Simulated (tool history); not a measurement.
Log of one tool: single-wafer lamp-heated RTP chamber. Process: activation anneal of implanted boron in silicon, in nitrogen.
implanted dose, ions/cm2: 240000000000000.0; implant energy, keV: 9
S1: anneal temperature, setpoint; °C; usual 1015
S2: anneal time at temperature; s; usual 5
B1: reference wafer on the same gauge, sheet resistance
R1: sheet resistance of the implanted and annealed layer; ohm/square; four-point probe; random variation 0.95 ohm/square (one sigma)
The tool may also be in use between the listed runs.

Run 1, hour 0.0: usual settings but S1 1034 °C, S2 4 s; B1 434.61. Result: R1 401.24 ohm/square.
Run 2, hour 40.7: usual settings but S1 1034 °C, S2 4 s; B1 434.69. Result: R1 400.03 ohm/square.
At hour 146.7: reflector plate cleaned.
Run 3, hour 210.7: usual settings but S1 1034 °C, S2 4 s; B1 435.74. Result: R1 403.68 ohm/square.
At hour 233.2: pyrometer window cleaned and pyrometer calibrated.
Run 4, hour 268.7: usual settings; B1 436.56. Result: R1 403.59 ohm/square.
Run 5, hour 296.1: usual settings but S2 7 s; B1 436.76. Result: R1 402.65 ohm/square.
Run 6, hour 358.6: usual settings but S2 7 s; B1 437.33. Result: R1 404.24 ohm/square.
Run 7, hour 401.6: usual settings; B1 438.10. Result: R1 405.34 ohm/square.
Run 8, hour 441.4: usual settings; B1 438.81. Result: R1 407.18 ohm/square.
At hour 461.9: reflector plate cleaned.
Run 9, hour 504.8: usual settings but S1 1006 °C; B1 440.10. Result: R1 410.75 ohm/square.
Run 10, hour 572.7: usual settings but S1 1006 °C; B1 441.68. Result: R1 412.83 ohm/square.
At hour 611.6: pyrometer window cleaned and pyrometer calibrated.
Run 11, hour 641.4: usual settings but S1 1026 °C, S2 3 s; B1 443.65. Result: R1 411.56 ohm/square.

Forecast run 12:
Run 12, hour 710.2: usual settings but S1 991 °C, S2 6 s; B1 ?. Result: R1 ?.

Run 12 gave B1 445.03, R1 421.43 ohm/square.
Without the tool's hidden state the same run would have given R1 409.87 ohm/square.

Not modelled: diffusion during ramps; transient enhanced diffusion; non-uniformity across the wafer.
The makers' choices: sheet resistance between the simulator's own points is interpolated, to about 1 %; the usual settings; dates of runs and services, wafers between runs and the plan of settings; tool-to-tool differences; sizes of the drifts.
